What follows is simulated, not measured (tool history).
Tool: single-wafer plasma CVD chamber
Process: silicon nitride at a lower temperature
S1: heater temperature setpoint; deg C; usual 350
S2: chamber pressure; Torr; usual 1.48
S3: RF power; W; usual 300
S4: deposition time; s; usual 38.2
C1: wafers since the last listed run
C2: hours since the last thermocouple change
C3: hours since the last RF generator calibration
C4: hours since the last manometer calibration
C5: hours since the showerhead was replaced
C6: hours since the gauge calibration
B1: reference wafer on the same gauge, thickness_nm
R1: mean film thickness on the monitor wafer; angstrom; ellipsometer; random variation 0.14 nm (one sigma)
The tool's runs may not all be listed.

Run 1, day 0: usual settings but S1 341 deg C; C1 0; C2 2583.2; C3 69.9; C4 2563.3; C5 2109.6; C6 1543.9; B1 34.385. Result: R1 400.29 angstrom.
Run 2, day 1.196: usual settings but S1 340 deg C; C1 423; C2 2611.9; C3 98.6; C4 2592; C5 2138.3; C6 1572.6; B1 34.413. Result: R1 398.64 angstrom.
At day 2.346: thermocouple changed; heater temperature recalibrated.
Run 3, day 2.504: usual settings but S1 340 deg C; C1 345; C2 3.8; C3 130; C4 2623.4; C5 2169.7; C6 1604; B1 34.386. Result: R1 400.61 angstrom.
Run 4, day 3.946: usual settings but S1 340 deg C; C1 511; C2 38.4; C3 164.6; C4 2658; C5 2204.3; C6 1638.6; B1 34.398. Result: R1 398.84 angstrom.
At day 4.4: gauge calibrated.
Run 5, day 6.462: usual settings; C1 892; C2 98.8; C3 225; C4 2718.4; C5 2264.7; C6 49.5; B1 34.439. Result: R1 400.69 angstrom.
At day 6.946: capacitance manometer re-zeroed and calibrated.
Run 6, day 8.358: usual settings; C1 553; C2 144.3; C3 270.5; C4 33.9; C5 2310.2; C6 95; B1 34.377. Result: R1 391.96 angstrom.
Run 7, day 10.704: usual settings but S2 1.17 Torr, S3 245 W; C1 831; C2 200.6; C3 326.8; C4 90.2; C5 2366.5; C6 151.3; B1 34.401. Result: R1 332.59 angstrom.
Run 8, day 13.512: usual settings but S2 1.29 Torr, S3 255 W, S4 40.9 s; C1 995; C2 268; C3 394.2; C4 157.6; C5 2433.9; C6 218.7; B1 34.406. Result: R1 375.79 angstrom.
Run 9, day 16.183: usual settings but S2 1.34 Torr; C1 946; C2 332.1; C3 458.3; C4 221.7; C5 2498; C6 282.8; B1 34.346. Result: R1 377.09 angstrom.
Run 10, day 18.7: usual settings; C1 892; C2 392.5; C3 518.7; C4 282.1; C5 2558.4; C6 343.2; B1 34.358. Result: R1 388.8 angstrom.
Run 11, day 19.833: usual settings but S1 340 deg C, S3 335 W; C1 401; C2 419.7; C3 545.9; C4 309.3; C5 2585.6; C6 370.4; B1 34.385. Result: R1 406.58 angstrom.
Run 12, day 22.462: usual settings but S2 1.62 Torr, S3 285 W, S4 32 s; C1 932; C2 482.8; C3 609; C4 372.4; C5 2648.7; C6 433.5; B1 34.39. Result: R1 332.09 angstrom.
Run 13, day 24.233: usual settings but S1 335 deg C, S2 1.76 Torr, S3 280 W, S4 44.3 s; C1 627; C2 525.3; C3 651.5; C4 414.9; C5 2691.2; C6 476; B1 34.365. Result: R1 466.79 angstrom.
Run 14, day 25.792: usual settings but S1 342 deg C, S3 285 W, S4 34.4 s; C1 552; C2 562.7; C3 688.9; C4 452.3; C5 2728.6; C6 513.4; B1 34.386. Result: R1 345.24 angstrom.
Run 15, day 28.762: usual settings; C1 1053; C2 634; C3 760.2; C4 523.6; C5 2799.9; C6 584.7; B1 34.375. Result: R1 391.42 angstrom.
Run 16, day 30.012: usual settings but S4 31.2 s; C1 443; C2 664; C3 790.2; C4 553.6; C5 2829.9; C6 614.7; B1 34.388. Result: R1 318.18 angstrom.
Run 17, day 32.496: usual settings but S1 360 deg C, S2 1.75 Torr, S3 265 W, S4 45.5 s; C1 880; C2 723.6; C3 849.8; C4 613.2; C5 2889.5; C6 674.3; B1 34.4. Result: R1 467.59 angstrom.
Run 18, day 34.629: usual settings but S2 1.61 Torr, S3 255 W, S4 35.2 s; C1 756; C2 774.8; C3 901; C4 664.4; C5 2940.7; C6 725.5; B1 34.426. Result: R1 350.18 angstrom.
Run 19, day 36.375: usual settings but S2 1.68 Torr, S3 330 W; C1 618; C2 816.7; C3 942.9; C4 706.3; C5 2982.6; C6 767.4; B1 34.379. Result: R1 420.82 angstrom.
Run 20, day 38.617: usual settings but S1 364 deg C, S3 325 W, S4 40.3 s; C1 794; C2 870.5; C3 996.7; C4 760.1; C5 3036.4; C6 821.2; B1 34.416. Result: R1 421.29 angstrom.
Run 21, day 40.379: usual settings; C1 624; C2 912.8; C3 1039; C4 802.4; C5 3078.7; C6 863.5; B1 34.362. Result: R1 387.16 angstrom.
At day 40.967: showerhead replaced.
Run 22, day 42.946: usual settings; C1 791; C2 974.4; C3 1100.6; C4 864; C5 47.5; C6 925.1; B1 34.405. Result: R1 389.03 angstrom.
Run 23, day 45.862: usual settings but S2 1.79 Torr, S3 245 W, S4 34.2 s; C1 1034; C2 1044.4; C3 1170.6; C4 934; C5 117.5; C6 995.1; B1 34.363. Result: R1 346.56 angstrom.
Run 24, day 46.946: usual settings but S2 1.61 Torr, S3 255 W, S4 35.2 s; C1 384; C2 1070.4; C3 1196.6; C4 960; C5 143.5; C6 1021.1; B1 34.407. Result: R1 349.17 angstrom.
Run 25, day 53.658: usual settings but S1 345 deg C, S2 1.69 Torr, S3 335 W, S4 43 s; C1 2379; C2 1231.5; C3 1357.7; C4 1121.1; C5 304.6; C6 1182.2; B1 34.415. Result: R1 478.18 angstrom.
Run 26, day 56.421: usual settings; C1 979; C2 1297.8; C3 1424; C4 1187.4; C5 370.9; C6 1248.5; B1 34.398. Result: R1 389.08 angstrom.
Run 27, day 58.329: usual settings but S2 1.19 Torr, S4 44.7 s; C1 676; C2 1343.6; C3 1469.8; C4 1233.2; C5 416.7; C6 1294.3; B1 34.393. Result: R1 422.47 angstrom.
Run 28, day 60.892: usual settings but S1 365 deg C, S3 240 W; C1 908; C2 1405.1; C3 1531.3; C4 1294.7; C5 478.2; C6 1355.8; B1 34.394. Result: R1 357.91 angstrom.
Run 29, day 62.4: usual settings; C1 534; C2 1441.3; C3 1567.5; C4 1330.9; C5 514.4; C6 1392; B1 34.409. Result: R1 389.08 angstrom.

Forecast each of these 3 alternatives for the next run:
Run A, day 62.417: usual settings; C1 5; C2 1441.7; C3 1567.9; C4 1331.3; C5 514.8; C6 1392.4; B1 ?. Result: R1 ?.
Run B, day 62.417: usual settings but S1 336 deg C, S4 32.1 s; C1 5; C2 1441.7; C3 1567.9; C4 1331.3; C5 514.8; C6 1392.4; B1 ?. Result: R1 ?.
Run C, day 62.417: usual settings but S1 364 deg C, S3 325 W, S4 34.5 s; C1 5; C2 1441.7; C3 1567.9; C4 1331.3; C5 514.8; C6 1392.4; B1 ?. Result: R1 ?.

run      B1      R1
  A  34.401  389.16
  B  34.401  328.62
  C  34.401  360.09
Without the tool's hidden state the same runs would have given:
run      R1
  A  392.17
  B  331.17
  C  362.75
